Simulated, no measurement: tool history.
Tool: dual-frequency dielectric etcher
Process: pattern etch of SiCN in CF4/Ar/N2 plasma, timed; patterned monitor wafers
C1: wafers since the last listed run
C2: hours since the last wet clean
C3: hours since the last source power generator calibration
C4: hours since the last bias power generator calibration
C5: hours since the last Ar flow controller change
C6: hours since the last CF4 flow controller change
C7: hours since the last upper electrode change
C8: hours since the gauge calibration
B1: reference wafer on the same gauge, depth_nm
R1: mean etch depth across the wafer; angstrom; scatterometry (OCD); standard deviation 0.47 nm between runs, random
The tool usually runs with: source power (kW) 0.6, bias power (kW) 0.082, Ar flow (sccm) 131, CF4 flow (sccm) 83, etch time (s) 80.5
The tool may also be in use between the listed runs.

{"run": 1, "hour": 0.0, "source power (kW)": 0.6, "bias power (kW)": 0.082, "Ar flow (sccm)": 131, "CF4 flow (sccm)": 83, "etch time (s)": 80.5, "C1": 0, "C2": 354.5, "C3": 3355.3, "C4": 2741, "C5": 5373.4, "C6": 3411.2, "C7": 2827.7, "C8": 143.1, "B1": 93.5, "R1": 938}
{"run": 2, "hour": 8.6, "source power (kW)": 0.6, "bias power (kW)": 0.082, "Ar flow (sccm)": 131, "CF4 flow (sccm)": 83, "etch time (s)": 80.5, "C1": 60, "C2": 363.1, "C3": 3363.9, "C4": 2749.6, "C5": 5382, "C6": 3419.8, "C7": 2836.3, "C8": 151.7, "B1": 93.4, "R1": 930}
{"run": 3, "hour": 24.6, "source power (kW)": 0.6, "bias power (kW)": 0.082, "Ar flow (sccm)": 146, "CF4 flow (sccm)": 83, "etch time (s)": 80.5, "C1": 113, "C2": 379.1, "C3": 3379.9, "C4": 2765.6, "C5": 5398, "C6": 3435.8, "C7": 2852.3, "C8": 167.7, "B1": 93.5, "R1": 910}
{"run": 4, "hour": 42.1, "source power (kW)": 0.6, "bias power (kW)": 0.082, "Ar flow (sccm)": 144, "CF4 flow (sccm)": 83, "etch time (s)": 80.5, "C1": 124, "C2": 396.6, "C3": 3397.4, "C4": 2783.1, "C5": 5415.5, "C6": 3453.3, "C7": 2869.8, "C8": 185.2, "B1": 93.4, "R1": 916}
{"hour": 73.9, "done": "wet clean of the chamber"}
{"run": 5, "hour": 74.4, "source power (kW)": 0.6, "bias power (kW)": 0.082, "Ar flow (sccm)": 144, "CF4 flow (sccm)": 83, "etch time (s)": 80.5, "C1": 58, "C2": 0.5, "C3": 3429.7, "C4": 2815.4, "C5": 5447.8, "C6": 3485.6, "C7": 2902.1, "C8": 217.5, "B1": 93.4, "R1": 886}
{"run": 6, "hour": 74.7, "source power (kW)": 0.6, "bias power (kW)": 0.082, "Ar flow (sccm)": 131, "CF4 flow (sccm)": 83, "etch time (s)": 69.5, "C1": 2, "C2": 0.8, "C3": 3430, "C4": 2815.7, "C5": 5448.1, "C6": 3485.9, "C7": 2902.4, "C8": 217.8, "B1": 93.5, "R1": 767}
{"hour": 87.1, "done": "CF4 flow controller replaced"}
{"hour": 88.5, "done": "Ar flow controller replaced"}
{"hour": 95.0, "done": "gauge calibrated"}
{"hour": 104.6, "done": "source power generator calibrated"}
{"hour": 110.6, "done": "wet clean of the chamber, repeated, since the last time left the tool worse"}
{"hour": 116.8, "done": "upper electrode replaced"}
{"run": 7, "hour": 117.3, "source power (kW)": 0.6, "bias power (kW)": 0.082, "Ar flow (sccm)": 131, "CF4 flow (sccm)": 93, "etch time (s)": 80.5, "C1": 134, "C2": 6.7, "C3": 12.7, "C4": 2858.3, "C5": 28.8, "C6": 30.2, "C7": 0.5, "C8": 22.3, "B1": 93.6, "R1": 970}
{"run": 8, "hour": 117.7, "source power (kW)": 0.6, "bias power (kW)": 0.082, "Ar flow (sccm)": 131, "CF4 flow (sccm)": 83, "etch time (s)": 80.5, "C1": 2, "C2": 7.1, "C3": 13.1, "C4": 2858.7, "C5": 29.2, "C6": 30.6, "C7": 0.9, "C8": 22.7, "B1": 93.7, "R1": 965}
{"run": 9, "hour": 118.0, "source power (kW)": 0.6, "bias power (kW)": 0.082, "Ar flow (sccm)": 131, "CF4 flow (sccm)": 83, "etch time (s)": 80.5, "C1": 2, "C2": 7.4, "C3": 13.4, "C4": 2859, "C5": 29.5, "C6": 30.9, "C7": 1.2, "C8": 23, "B1": 93.6, "R1": 955}
{"run": 10, "hour": 118.4, "source power (kW)": 0.5, "bias power (kW)": 0.082, "Ar flow (sccm)": 118, "CF4 flow (sccm)": 72, "etch time (s)": 80.5, "C1": 2, "C2": 7.8, "C3": 13.8, "C4": 2859.4, "C5": 29.9, "C6": 31.3, "C7": 1.6, "C8": 23.4, "B1": 93.4, "R1": 785}
{"run": 11, "hour": 128.0, "source power (kW)": 0.6, "bias power (kW)": 0.082, "Ar flow (sccm)": 131, "CF4 flow (sccm)": 93, "etch time (s)": 80.5, "C1": 68, "C2": 17.4, "C3": 23.4, "C4": 2869, "C5": 39.5, "C6": 40.9, "C7": 11.2, "C8": 33, "B1": 93.6, "R1": 976}
{"hour": 143.6, "done": "bias power generator calibrated"}
{"run": 12, "hour": 144.1, "source power (kW)": 0.6, "bias power (kW)": 0.082, "Ar flow (sccm)": 131, "CF4 flow (sccm)": 83, "etch time (s)": 80.5, "C1": 85, "C2": 33.5, "C3": 39.5, "C4": 0.5, "C5": 55.6, "C6": 57, "C7": 27.3, "C8": 49.1, "B1": 93.5, "R1": 953}
{"run": 13, "hour": 154.8, "source power (kW)": 0.6, "bias power (kW)": 0.094, "Ar flow (sccm)": 116, "CF4 flow (sccm)": 89, "etch time (s)": 80.5, "C1": 75, "C2": 44.2, "C3": 50.2, "C4": 11.2, "C5": 66.3, "C6": 67.7, "C7": 38, "C8": 59.8, "B1": 93.6, "R1": 1034}
{"run": 14, "hour": 171.9, "source power (kW)": 0.73, "bias power (kW)": 0.082, "Ar flow (sccm)": 131, "CF4 flow (sccm)": 83, "etch time (s)": 80.5, "C1": 121, "C2": 61.3, "C3": 67.3, "C4": 28.3, "C5": 83.4, "C6": 84.8, "C7": 55.1, "C8": 76.9, "B1": 93.7, "R1": 1164}
{"run": 15, "hour": 186.6, "source power (kW)": 0.49, "bias power (kW)": 0.069, "Ar flow (sccm)": 154, "CF4 flow (sccm)": 83, "etch time (s)": 80.5, "C1": 104, "C2": 76, "C3": 82, "C4": 43, "C5": 98.1, "C6": 99.5, "C7": 69.8, "C8": 91.6, "B1": 93.5, "R1": 701}
{"run": 16, "hour": 193.9, "source power (kW)": 0.6, "bias power (kW)": 0.082, "Ar flow (sccm)": 131, "CF4 flow (sccm)": 83, "etch time (s)": 80.5, "C1": 51, "C2": 83.3, "C3": 89.3, "C4": 50.3, "C5": 105.4, "C6": 106.8, "C7": 77.1, "C8": 98.9, "B1": 93.6, "R1": 958}
{"run": 17, "hour": 203.2, "source power (kW)": 0.6, "bias power (kW)": 0.082, "Ar flow (sccm)": 131, "CF4 flow (sccm)": 83, "etch time (s)": 80.5, "C1": 65, "C2": 92.6, "C3": 98.6, "C4": 59.6, "C5": 114.7, "C6": 116.1, "C7": 86.4, "C8": 108.2, "B1": 93.5, "R1": 944}
{"run": 18, "hour": 209.2, "source power (kW)": 0.53, "bias power (kW)": 0.094, "Ar flow (sccm)": 131, "CF4 flow (sccm)": 65, "etch time (s)": 88.5, "C1": 42, "C2": 98.6, "C3": 104.6, "C4": 65.6, "C5": 120.7, "C6": 122.1, "C7": 92.4, "C8": 114.2, "B1": 93.4, "R1": 952}
{"run": 19, "hour": 217.3, "source power (kW)": 0.54, "bias power (kW)": 0.082, "Ar flow (sccm)": 107, "CF4 flow (sccm)": 83, "etch time (s)": 67, "C1": 57, "C2": 106.7, "C3": 112.7, "C4": 73.7, "C5": 128.8, "C6": 130.2, "C7": 100.5, "C8": 122.3, "B1": 93.6, "R1": 729}

Hidden state, per run?
source power that arrives over what is set, %: 0 across all the runs
bias power that arrives over what is set, %: 0 across all the runs
Ar flow that arrives over what is set, %: 0 across all the runs
CF4 flow that arrives over what is set, %: 0 across all the runs
gauge reads high (%): 0 across all the runs
H1: etch rate over this chamber's usual, %
run=1 H1=-2.75
run=2 H1=-2.81
run=3 H1=-2.94
run=4 H1=-3.08
run=5 H1=-6.6
run=6 H1=-6.61
run=7 H1=-0.0505
run=8 H1=-0.0536
run=9 H1=-0.056
run=10 H1=-0.0592
run=11 H1=-0.135
run=12 H1=-0.262
run=13 H1=-0.347
run=14 H1=-0.482
run=15 H1=-0.599
run=16 H1=-0.656
run=17 H1=-0.73
run=18 H1=-0.777
run=19 H1=-0.841
